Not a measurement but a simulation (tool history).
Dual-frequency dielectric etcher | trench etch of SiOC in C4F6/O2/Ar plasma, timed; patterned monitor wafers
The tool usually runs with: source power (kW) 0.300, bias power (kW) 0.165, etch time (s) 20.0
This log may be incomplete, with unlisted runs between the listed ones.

run     day  source power (kW)  bias power (kW)  etch time (s)  read-back reference wafer on the same gauge, depth_nm  mean etch depth across the wafer (Å)
  1   0.000              0.340            0.165           20.0                                                  27.87                                 357.0
  2   0.525              0.340            0.165           20.0                                                  27.88                                 359.2
  3   1.058              0.300            0.165           20.0                                                  27.95                                 334.2
      5.050  -- wet clean of the chamber
  4   5.071              0.300            0.165           20.0                                                  28.13                                 334.9
  5   5.154              0.350            0.165           20.0                                                  28.13                                 363.8
  6   5.950              0.350            0.165           20.0                                                  28.16                                 365.3
  7   6.596              0.350            0.165           20.0                                                  28.20                                 368.4
  8   8.079              0.300            0.165           20.0                                                  28.27                                 336.1
      8.942  -- gauge calibrated
     10.167  -- upper electrode replaced
  9  10.188              0.300            0.165           20.0                                                  27.42                                 326.3
 10  10.325              0.300            0.154           20.0                                                  27.35                                 321.8
 11  11.079              0.300            0.154           20.0                                                  27.37                                 320.4
 12  11.942              0.300            0.154           20.0                                                  27.37                                 323.1
 13  13.371              0.370            0.165           24.0                                                  27.35                                 439.8
     14.217  -- bias power generator calibrated
 14  14.571              0.320            0.126           23.0                                                  27.41                                 367.8
 15  15.383              0.360            0.129           18.0                                                  27.40                                 310.4
     15.642  -- source power generator calibrated
 16  18.546              0.300            0.165           23.0                                                  27.42                                 377.7
 17  19.696              0.300            0.165           20.0                                                  27.48                                 325.5
     20.742  -- wet clean of the chamber
 18  21.142              0.300            0.165           20.0                                                  27.46                                 328.8
 19  21.967              0.300            0.165           20.0                                                  27.51                                 325.8
 20  23.250              0.280            0.165           20.0                                                  27.51                                 314.8
 21  23.988              0.240            0.203           20.0                                                  27.52                                 302.6
 22  25.488              0.300            0.165           20.0                                                  27.56                                 328.5
 23  26.829              0.370            0.165           20.0                                                  27.61                                 368.6
 24  27.462              0.300            0.165           16.0                                                  27.64                                 263.9
 25  28.425              0.360            0.130           22.0                                                  27.69                                 380.4
 26  29.358              0.300            0.165           20.0                                                  27.69                                 331.6
 27  30.196              0.300            0.165           20.0                                                  27.70                                 328.3
 28  31.629              0.300            0.165           16.5                                                  27.80                                 274.3
 29  32.392              0.300            0.148           15.0                                                  27.77                                 242.5
 30  33.483              0.300            0.165           20.0                                                  27.84                                 331.0
 31  34.717              0.240            0.165           20.0                                                  27.92                                 289.3

Below are 3 alternative next runs, each starting from the tool's condition after run 31. Predict each:
  A  34.733              0.300            0.192           20.0                                                      ?                                     ?
  B  34.733              0.270            0.131           22.5                                                      ?                                     ?
  C  34.733              0.300            0.150           25.0                                                      ?                                     ?

run  read-back reference wafer on the same gauge, depth_nm  mean etch depth across the wafer (Å)
  A                                                  27.88                                 345.3
  B                                                  27.88                                 333.4
  C                                                  27.88                                 406.7
The same runs, with their run-to-run variation unchanged, on a tool lacking any hidden condition would have given:
run  mean etch depth across the wafer (Å)
  A                                 336.9
  B                                 325.3
  C                                 396.8
